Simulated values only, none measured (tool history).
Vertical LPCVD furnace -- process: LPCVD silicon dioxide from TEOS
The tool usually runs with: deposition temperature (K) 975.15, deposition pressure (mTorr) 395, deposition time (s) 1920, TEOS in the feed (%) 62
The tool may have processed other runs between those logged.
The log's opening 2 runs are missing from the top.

run	hour	deposition temperature (K)	deposition pressure (mTorr)	deposition time (s)	TEOS in the feed (%)	wafers since the last listed run	hours since the last temperature calibration	hours since the pressure gauge was zeroed	hours since the TEOS flow controller was replaced	hours since the gauge calibration	read-back reference wafer on the same gauge, thickness	film thickness on the monitor wafer in the middle of the boat (angstrom)
3	32.9	975.15	395	1920	62	226	3586.1	2540.0	6751.6	329.2	260.96	2896.6
4	73.7	975.15	395	1920	58	524	3626.9	2580.8	6792.4	370.0	261.05	2808.8
5	88.9	975.15	395	1560	62	195	3642.1	2596.0	6807.6	385.2	261.06	2349.9
6	114.8	975.15	395	1920	62	332	3668.0	2621.9	6833.5	411.1	261.05	2896.8
7	133.3	975.15	395	1920	62	237	3686.5	2640.4	6852.0	429.6	260.96	2898.6
8	144.4	975.15	395	1920	62	142	3697.6	2651.5	6863.1	440.7	260.97	2896.9
# hour 169.0: thermocouples replaced and temperature profile calibrated
# hour 188.1: pressure gauge zeroed
9	188.6	975.15	395	1920	62	14	19.6	0.5	6907.3	484.9	261.00	2681.5
10	193.3	975.15	435	1920	55	60	24.3	5.2	6912.0	489.6	260.92	2643.5
11	198.0	975.15	435	1920	55	60	29.0	9.9	6916.7	494.3	261.02	2652.9
# hour 199.9: gauge calibrated
12	229.2	975.15	395	1920	57	400	60.2	41.1	6947.9	29.3	261.01	2566.9
13	236.1	970.15	450	1920	62	88	67.1	48.0	6954.8	36.2	261.12	2552.2
14	251.9	968.15	355	2490	62	202	82.9	63.8	6970.6	52.0	261.09	2792.0
# hour 284.5: TEOS flow controller replaced
15	285.0	975.15	395	1920	62	116	116.0	96.9	0.5	85.1	260.97	2678.7
16	289.6	968.15	395	1920	62	59	120.6	101.5	5.1	89.7	261.06	2274.4
17	294.8	975.15	395	1440	62	66	125.8	106.7	10.3	94.9	260.99	2006.2
18	311.6	975.15	480	1920	69	215	142.6	123.5	27.1	111.7	261.02	3116.0
19	321.3	975.15	395	1920	62	124	152.3	133.2	36.8	121.4	261.02	2681.5
20	339.1	975.15	395	1920	62	228	170.1	151.0	54.6	139.2	261.03	2673.6
21	352.5	972.15	300	1920	62	172	183.5	164.4	68.0	152.6	260.97	2172.3
22	360.4	975.15	395	1920	62	101	191.4	172.3	75.9	160.5	261.04	2684.2
23	379.1	969.15	335	1920	62	240	210.1	191.0	94.6	179.2	260.99	2147.4
24	387.2	975.15	395	1920	62	104	218.2	199.1	102.7	187.3	261.00	2670.0
25	402.0	975.15	395	1920	62	190	233.0	213.9	117.5	202.1	260.96	2684.4
26	415.7	975.15	395	1920	62	175	246.7	227.6	131.2	215.8	260.98	2690.5
27	431.5	975.15	445	1230	62	202	262.5	243.4	147.0	231.6	261.09	1819.5

Estimate the outcome of run 28 from the log above:
28	439.7	975.15	395	2190	58	105	270.7	251.6	155.2	239.8	?	?

{"run 28": {"read-back reference wafer on the same gauge, thickness": 260.97, "film thickness on the monitor wafer in the middle of the boat (angstrom)": 2949.4}}
Take away the tool's hidden state, keep the run-to-run variation as it was, and the same run would have given film thickness on the monitor wafer in the middle of the boat (angstrom) 2933.2.
